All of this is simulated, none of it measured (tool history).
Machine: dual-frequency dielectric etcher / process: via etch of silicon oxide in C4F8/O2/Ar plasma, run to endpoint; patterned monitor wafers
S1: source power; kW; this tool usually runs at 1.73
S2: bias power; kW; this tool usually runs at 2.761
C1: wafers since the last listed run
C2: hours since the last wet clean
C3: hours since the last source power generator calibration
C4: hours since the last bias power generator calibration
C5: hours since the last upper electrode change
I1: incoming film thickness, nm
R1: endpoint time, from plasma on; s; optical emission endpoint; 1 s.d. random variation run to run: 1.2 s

run   hour    S1     S2   C1     C2      C3      C4      C5      I1     R1
  1      0  1.73  2.761    0  368.2  3923.4  3439.6    3828  1106.8  206.4
  2   34.8  1.73  2.761  207    403  3958.2  3474.4  3862.8    1108  206.2
      74.1  -- wet clean of the chamber
  3   74.6  1.73  2.761   94    0.5    3998  3514.2  3902.6  1122.4  204.8
  4   82.8  1.73  2.761   48    8.7  4006.2  3522.4  3910.8  1105.5  201.1
  5  109.4  1.73  2.761  158   35.3  4032.8    3549  3937.4  1097.4  200.8
  6  131.3  1.73  2.761  130   57.2  4054.7  3570.9  3959.3  1105.3  200.5
  7    155  1.73  2.761  141   80.9  4078.4  3594.6    3983  1110.5  202.9
     178.4  -- source power generator calibrated
  8  185.6  1.73  2.761  158  111.5     7.2  3625.2  4013.6  1107.5  200.8
  9  203.5  1.73  2.761  106  129.4    25.1  3643.1  4031.5    1114  200.3
 10  224.3  1.73  2.761  124  150.2    45.9  3663.9  4052.3  1096.4  199.5
 11  248.1  1.73  2.761  141    174    69.7  3687.7  4076.1  1112.8  200.9
 12  276.8  1.73  2.428  171  202.7    98.4  3716.4  4104.8  1108.2  208.9
     294.5  -- bias power generator calibrated
 13  304.3  1.73  2.161  140  230.2   125.9     9.8  4132.3  1103.9  213.7
 14  320.4  1.31  2.761   96  246.3     142    25.9  4148.4  1108.4  241.7
       348  -- wet clean of the chamber, repeated, since the last time left the tool worse
 15  373.7  1.73  2.945  174   25.7   195.3    79.2  4201.7  1103.4  209.8
       413  -- upper electrode replaced
 16  413.5  1.88  2.207   94   65.5   235.1     119     0.5  1103.7  216.8
 17  428.3  1.46  2.329   88   80.3   249.9   133.8    15.3  1105.9  251.2
 18  457.4  1.73  2.761  173  109.4     279   162.9    44.4  1110.4  213.8
 19    481  2.15  3.332  140    133   302.6   186.5      68  1105.5  174.5
 20  499.4  1.54  2.336  109  151.4     321   204.9    86.4  1100.1  240.2
 21  513.4  1.73  2.963   83  165.4     335   218.9   100.4  1115.3  208.9
 22  532.5  1.42  2.761  113  184.5   354.1     238   119.5  1117.3    243
 23  554.3  1.73   2.36  130  206.3   375.9   259.8   141.3  1104.3  223.1
 24  585.6  1.73  3.244  186  237.6   407.2   291.1   172.6    1101  198.9
 25  615.1  1.73  2.761  175  267.1   436.7   320.6   202.1  1115.9  211.1
 26  635.7  1.73  2.761  122  287.7   457.3   341.2   222.7  1113.4    210
 27  669.6  1.73  2.761  202  321.6   491.2   375.1   256.6  1106.6  208.5
 28  691.7  2.09  2.761  131  343.7   513.3   397.2   278.7  1104.2  184.9
 29  708.8  1.73  2.761  101  360.8   530.4   414.3   295.8  1100.7  206.5
     735.8  -- wet clean of the chamber
 30  742.9   1.5  2.473   60    7.1   564.5   448.4   329.9  1116.2  243.3
 31    758   2.1  2.761   90   22.2   579.6   463.5     345  1114.9    190
 32  774.8  1.73  3.146  100     39   596.4   480.3   361.8  1117.4  204.4
 33  802.6  1.73  2.761  165   66.8   624.2   508.1   389.6  1107.3  210.3
 34  821.8  1.53  2.761  114     86   643.4   527.3   408.8  1118.5    233
 35  854.6  1.43  3.263  195  118.8   676.2   560.1   441.6  1094.6  224.3

Alternative continuations, all from the tool just after run 35; predict every row:
  A  855.1  1.73  2.761   2  119.3  676.7  560.6  442.1  1117.4   ?
  B  855.1  1.37  3.009   2  119.3  676.7  560.6  442.1  1117.4   ?
  C  855.1   1.6  2.149   2  119.3  676.7  560.6  442.1  1117.4   ?
  D  855.1  1.96  2.761   2  119.3  676.7  560.6  442.1  1117.4   ?

run     R1
  A  211.5
  B  240.5
  C  241.3
  D  196.1
With no hidden state in the tool, these same runs would have given:
run     R1
  A  213.2
  B  242.5
  C  243.3
  D  197.7
